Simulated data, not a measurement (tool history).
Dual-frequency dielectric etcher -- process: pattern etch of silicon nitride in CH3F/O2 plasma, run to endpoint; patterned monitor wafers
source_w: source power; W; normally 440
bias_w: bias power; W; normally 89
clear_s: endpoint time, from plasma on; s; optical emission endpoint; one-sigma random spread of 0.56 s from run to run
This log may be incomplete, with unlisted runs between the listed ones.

run    hour  source_w  bias_w  wafers since the last listed run  hours since the last wet clean  hours since the last source power generator calibration  hours since the last bias power generator calibration  hours since the last upper electrode change  incoming incoming film thickness, nm  clear_s
  1       0       440     102                                 0                           246.7                                                   4122.2                                                 1211.6                                         2498                                  59.8     64.7
  2    69.8       440     102                               433                           316.5                                                     4192                                                 1281.4                                       2567.8                                  59.6     64.3
  3     139       440     102                               429                           385.7                                                   4261.2                                                 1350.6                                         2637                                  60.5     64.9
  4   177.8       440      89                               240                           424.5                                                     4300                                                 1389.4                                       2675.8                                  60.3     68.2
  5   242.3       380     104                               400                             489                                                   4364.5                                                 1453.9                                       2740.3                                  60.2     68.1
  6   296.6       380     104                               336                           543.3                                                   4418.8                                                 1508.2                                       2794.6                                  60.2       68
      333.4  -- wet clean of the chamber
  7     358       380     104                               232                            24.6                                                   4480.2                                                 1569.6                                         2856                                  60.2     68.2
  8   427.4       440      89                               430                              94                                                   4549.6                                                   1639                                       2925.4                                  59.9     67.7
  9   476.8       440      89                               306                           143.4                                                     4599                                                 1688.4                                       2974.8                                  60.1     67.9
      507.1  -- upper electrode replaced
 10   546.7       510      89                               284                           213.3                                                   4668.9                                                 1758.3                                         39.6                                  59.7     64.9
 11     615       510      89                               423                           281.6                                                   4737.2                                                 1826.6                                        107.9                                  59.4     64.3
 12   669.4       440      78                               337                             336                                                   4791.6                                                   1881                                        162.3                                  60.4     72.4
 13   708.1       440      78                               240                           374.7                                                   4830.3                                                 1919.7                                          201                                  60.3     71.7
 14     745       440      78                               228                           411.6                                                   4867.2                                                 1956.6                                        237.9                                  59.6     71.6
 15   772.2       440      89                               168                           438.8                                                   4894.4                                                 1983.8                                        265.1                                  60.4     68.6
 16   822.2       380      74                               310                           488.8                                                   4944.4                                                 2033.8                                        315.1                                  59.7     75.4
 17   860.1       520      82                               235                           526.7                                                   4982.3                                                 2071.7                                          353                                    60     66.1
 18   895.5       480      89                               219                           562.1                                                   5017.7                                                 2107.1                                        388.4                                  59.6     66.1
      965.4  -- bias power generator calibrated
     1015.7  -- wet clean of the chamber
 19  1016.2       440      89                               575                             0.5                                                   5138.4                                                   50.8                                        509.1                                  60.1     68.1
 20    1067       470      82                               315                            51.3                                                   5189.2                                                  101.6                                        559.9                                    60     67.5
     1113.1  -- source power generator calibrated
 21  1121.5       400      89                               313                           105.8                                                      8.4                                                  156.1                                        614.4                                  59.9       71
 22  1159.7       440      79                               237                             144                                                     46.6                                                  194.3                                        652.6                                    60     70.9
 23  1200.3       510      78                               251                           184.6                                                     87.2                                                  234.9                                        693.2                                  59.6     66.8
 24  1225.1       440      89                               153                           209.4                                                      112                                                  259.7                                          718                                  59.9     68.7
 25    1283       540     103                               359                           267.3                                                    169.9                                                  317.6                                        775.9                                  59.1     59.2
 26    1340       510      69                               353                           324.3                                                    226.9                                                  374.6                                        832.9                                  60.3     70.8
 27  1379.5       440      89                               245                           363.8                                                    266.4                                                  414.1                                        872.4                                  60.3     68.4
 28    1431       500     101                               319                           415.3                                                    317.9                                                  465.6                                        923.9                                  60.4     62.8
 29  1493.2       350     103                               385                           477.5                                                    380.1                                                  527.8                                        986.1                                  60.5     70.2
 30  1547.7       410      68                               338                             532                                                    434.6                                                  582.3                                       1040.6                                  59.9     76.6
     1634.9  -- wet clean of the chamber
 31  1676.5       440      89                               650                            41.6                                                    563.4                                                  711.1                                       1169.4                                  60.2     67.7
 32  1738.7       440      89                               385                           103.8                                                    625.6                                                  773.3                                       1231.6                                  59.7     67.3
 33  1783.8       440     101                               279                           148.9                                                    670.7                                                  818.4                                       1276.7                                  60.4     65.6
 34  1818.1       350      74                               212                           183.2                                                      705                                                  852.7                                         1311                                    60       79
 35  1878.3       440     100                               373                           243.4                                                    765.2                                                  912.9                                       1371.2                                  60.3     65.9

What if the next run were any one of these 4? Each begins from the tool's condition after run 35:
  A  1878.8       440      89                                 3                           243.9                                                    765.7                                                  913.4                                       1371.7                                  59.7        ?
  B  1878.8       520      96                                 3                           243.9                                                    765.7                                                  913.4                                       1371.7                                  59.7        ?
  C  1878.8       380      68                                 3                           243.9                                                    765.7                                                  913.4                                       1371.7                                  59.7        ?
  D  1878.8       440      99                                 3                           243.9                                                    765.7                                                  913.4                                       1371.7                                  59.7        ?

run  clear_s
  A     67.1
  B     61.9
  C     77.1
  D     64.7
With the hidden condition removed and each run's random variation left untouched, the same runs would have given:
run  clear_s
  A     67.1
  B     61.9
  C     77.1
  D     64.7
